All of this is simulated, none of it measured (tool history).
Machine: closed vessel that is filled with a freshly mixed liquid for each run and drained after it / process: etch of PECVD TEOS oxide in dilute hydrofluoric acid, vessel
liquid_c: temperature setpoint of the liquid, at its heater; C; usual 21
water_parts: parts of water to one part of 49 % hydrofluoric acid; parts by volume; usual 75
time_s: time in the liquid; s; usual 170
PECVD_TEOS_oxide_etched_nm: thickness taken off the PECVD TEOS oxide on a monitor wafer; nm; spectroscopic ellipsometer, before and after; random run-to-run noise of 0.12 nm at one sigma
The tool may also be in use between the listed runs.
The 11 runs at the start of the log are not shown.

run,day,liquid_c,water_parts,time_s,wafers since the last listed run,hours since the thermometer was replaced,hours since the hydrofluoric acid flow meter was replaced,hours since the gauge calibration,"read-back film thickness of the PECVD TEOS oxide reference wafer, read on the same gauge (nm)",PECVD_TEOS_oxide_etched_nm
12,38.625,17.5,95,95,10252,92.4,1037.3,713.3,150.02,6.85
13,41.1,21,75,170,6707,151.8,1096.7,772.7,150.04,18.37
14,44.025,21,75,80,7926,222,1166.9,842.9,149.98,8.58
# day 45.425: hydrofluoric acid flow meter replaced
15,46.167,17.5,95,95,5691,273.4,17.8,894.3,150,6.88
16,47.808,24.5,75,135,4448,312.8,57.2,933.7,150.01,17.02
17,49.458,21,75,135,4471,352.4,96.8,973.3,150.03,14.55
18,51.321,23,90,205,5047,397.1,141.5,1018,150,19.6
19,54.746,21,75,170,9281,479.3,223.7,1100.2,150.01,18.56
20,57.388,21,60,205,7158,542.7,287.1,1163.6,150.01,28.11
21,60.025,17.5,90,240,7147,606,350.4,1226.9,150.02,18.58
22,61.654,17,40,140,4415,645.1,389.5,1266,149.98,25.08
23,64.683,21,60,215,8209,717.8,462.2,1338.7,150.01,30.02
24,67.329,21,75,170,7170,781.3,525.7,1402.2,150.01,18.69
25,70.117,21,75,105,7554,848.2,592.6,1469.1,150.04,11.57

Forecast run 26:
26,74.038,23,40,125,10625,942.3,686.7,1563.2,?,?

{"run 26": {"read-back film thickness of the PECVD TEOS oxide reference wafer, read on the same gauge (nm)": 149.98, "PECVD_TEOS_oxide_etched_nm": 29.89}}
If the tool had no hidden condition, the same run with the same run-to-run variation would have returned PECVD_TEOS_oxide_etched_nm 28.76 nm.

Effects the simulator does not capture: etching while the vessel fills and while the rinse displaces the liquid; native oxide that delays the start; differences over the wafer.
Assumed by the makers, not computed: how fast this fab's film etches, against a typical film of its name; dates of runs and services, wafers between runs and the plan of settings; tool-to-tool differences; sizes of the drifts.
